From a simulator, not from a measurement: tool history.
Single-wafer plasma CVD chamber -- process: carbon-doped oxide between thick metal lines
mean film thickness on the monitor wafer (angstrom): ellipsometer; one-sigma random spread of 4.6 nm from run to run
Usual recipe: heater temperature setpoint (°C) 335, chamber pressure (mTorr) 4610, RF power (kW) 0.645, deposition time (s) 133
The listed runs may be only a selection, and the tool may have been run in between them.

| run | hour | heater temperature setpoint (°C) | chamber pressure (mTorr) | RF power (kW) | deposition time (s) | wafers since the last listed run | hours since the last thermocouple change | hours since the last RF generator calibration | hours since the last manometer calibration | hours since the showerhead was replaced | hours since the gauge calibration | read-back reference wafer on the same gauge, thickness_nm | mean film thickness on the monitor wafer (angstrom) |
|---|---|---|---|---|---|---|---|---|---|---|---|---|---|
| 1 | 0 | 330 | 4610 | 0.645 | 133 | 0 | 380.4 | 1297.2 | 1126.1 | 5083 | 1909.4 | 832.58 | 8642.13 |
| 2 | 39.6 | 335 | 3980 | 0.645 | 133 | 305 | 420 | 1336.8 | 1165.7 | 5122.6 | 1949 | 833.612 | 8386.18 |
| 3 | 88.1 | 335 | 3980 | 0.645 | 133 | 373 | 468.5 | 1385.3 | 1214.2 | 5171.1 | 1997.5 | 832.888 | 8295.51 |
|  | 101.6 | gauge calibrated |
| 4 | 143.8 | 335 | 4610 | 0.575 | 133 | 429 | 524.2 | 1441 | 1269.9 | 5226.8 | 42.2 | 832.796 | 7781.88 |
| 5 | 193.6 | 335 | 4610 | 0.575 | 133 | 383 | 574 | 1490.8 | 1319.7 | 5276.6 | 92 | 832.993 | 7841.6 |
| 6 | 218.3 | 346 | 4610 | 0.645 | 133 | 190 | 598.7 | 1515.5 | 1344.4 | 5301.3 | 116.7 | 834.154 | 8210.32 |
| 7 | 247 | 335 | 4610 | 0.645 | 133 | 221 | 627.4 | 1544.2 | 1373.1 | 5330 | 145.4 | 832.715 | 8477.15 |
| 8 | 299.7 | 335 | 4610 | 0.645 | 133 | 405 | 680.1 | 1596.9 | 1425.8 | 5382.7 | 198.1 | 833.614 | 8550.39 |
| 9 | 352.2 | 335 | 3620 | 0.645 | 159 | 404 | 732.6 | 1649.4 | 1478.3 | 5435.2 | 250.6 | 832.435 | 9813.58 |
|  | 362.7 | RF generator calibrated |
| 10 | 395.6 | 341 | 4610 | 0.645 | 157 | 272 | 776 | 32.9 | 1521.7 | 5478.6 | 294 | 833.539 | 9827.8 |
| 11 | 440.1 | 335 | 4610 | 0.645 | 133 | 342 | 820.5 | 77.4 | 1566.2 | 5523.1 | 338.5 | 833.008 | 8446.8 |
|  | 454.5 | thermocouple changed; heater temperature recalibrated |
| 12 | 487 | 335 | 4360 | 0.645 | 133 | 299 | 32.5 | 124.3 | 1613.1 | 5570 | 385.4 | 832.109 | 8422.8 |
| 13 | 530.8 | 328 | 5440 | 0.76 | 124 | 337 | 76.3 | 168.1 | 1656.9 | 5613.8 | 429.2 | 832.532 | 9051.16 |
| 14 | 738.6 | 326 | 4610 | 0.565 | 133 | 1600 | 284.1 | 375.9 | 1864.7 | 5821.6 | 637 | 833.949 | 7970.31 |
| 15 | 775.6 | 330 | 4610 | 0.645 | 133 | 284 | 321.1 | 412.9 | 1901.7 | 5858.6 | 674 | 832.356 | 8578.56 |
| 16 | 842.9 | 348 | 5320 | 0.535 | 115 | 518 | 388.4 | 480.2 | 1969 | 5925.9 | 741.3 | 832.633 | 6380.49 |
| 17 | 868.9 | 335 | 4180 | 0.645 | 112 | 200 | 414.4 | 506.2 | 1995 | 5951.9 | 767.3 | 832.597 | 7120.16 |
| 18 | 938.5 | 335 | 4610 | 0.675 | 133 | 536 | 484 | 575.8 | 2064.6 | 6021.5 | 836.9 | 832.501 | 8684.98 |
| 19 | 995.2 | 335 | 5540 | 0.645 | 133 | 436 | 540.7 | 632.5 | 2121.3 | 6078.2 | 893.6 | 832.732 | 8642.82 |
| 20 | 1061 | 335 | 3570 | 0.575 | 133 | 506 | 606.5 | 698.3 | 2187.1 | 6144 | 959.4 | 833.025 | 7596.95 |
|  | 1086.6 | showerhead replaced |
|  | 1089 | capacitance manometer re-zeroed and calibrated |
| 21 | 1127.9 | 335 | 4610 | 0.645 | 133 | 434 | 673.4 | 765.2 | 38.9 | 41.3 | 1026.3 | 833.477 | 8418.94 |
| 22 | 1190.2 | 335 | 4110 | 0.645 | 153 | 479 | 735.7 | 827.5 | 101.2 | 103.6 | 1088.6 | 832.733 | 9666.47 |
| 23 | 1249.4 | 335 | 4610 | 0.645 | 133 | 455 | 794.9 | 886.7 | 160.4 | 162.8 | 1147.8 | 832.044 | 8416.45 |
| 24 | 1314 | 349 | 4610 | 0.695 | 133 | 497 | 859.5 | 951.3 | 225 | 227.4 | 1212.4 | 832.975 | 8507.64 |
| 25 | 1354 | 335 | 4180 | 0.645 | 112 | 308 | 899.5 | 991.3 | 265 | 267.4 | 1252.4 | 833.489 | 7041.07 |
| 26 | 1383.8 | 335 | 4610 | 0.645 | 133 | 229 | 929.3 | 1021.1 | 294.8 | 297.2 | 1282.2 | 832.948 | 8455.89 |
|  | 1458.9 | thermocouple changed; heater temperature recalibrated |
| 27 | 1459.4 | 326 | 4610 | 0.535 | 133 | 520 | 0.5 | 1096.7 | 370.4 | 372.8 | 1357.8 | 833.641 | 7714.17 |
| 28 | 1511.3 | 347 | 4610 | 0.645 | 155 | 399 | 52.4 | 1148.6 | 422.3 | 424.7 | 1409.7 | 833.483 | 9560.87 |

Consider 4 possible next runs. They are alternatives, not a sequence: every one starts from the tool as it was left by run 28. What does each give?
| A | 1511.7 | 335 | 4610 | 0.645 | 133 | 3 | 52.8 | 1149 | 422.7 | 425.1 | 1410.1 | ? | ? |
| B | 1511.7 | 320 | 4610 | 0.565 | 133 | 3 | 52.8 | 1149 | 422.7 | 425.1 | 1410.1 | ? | ? |
| C | 1511.7 | 335 | 3540 | 0.645 | 122 | 3 | 52.8 | 1149 | 422.7 | 425.1 | 1410.1 | ? | ? |
| D | 1511.7 | 335 | 4240 | 0.645 | 108 | 3 | 52.8 | 1149 | 422.7 | 425.1 | 1410.1 | ? | ? |

| run | read-back reference wafer on the same gauge, thickness_nm | mean film thickness on the monitor wafer (angstrom) |
|---|---|---|
| A | 833.062 | 8465.16 |
| B | 833.062 | 8110.65 |
| C | 833.062 | 7542.19 |
| D | 833.062 | 6813.61 |
Without the tool's hidden state the same runs would have given:
| run | mean film thickness on the monitor wafer (angstrom) |
|---|---|
| A | 8465.16 |
| B | 8110.65 |
| C | 7542.19 |
| D | 6813.61 |

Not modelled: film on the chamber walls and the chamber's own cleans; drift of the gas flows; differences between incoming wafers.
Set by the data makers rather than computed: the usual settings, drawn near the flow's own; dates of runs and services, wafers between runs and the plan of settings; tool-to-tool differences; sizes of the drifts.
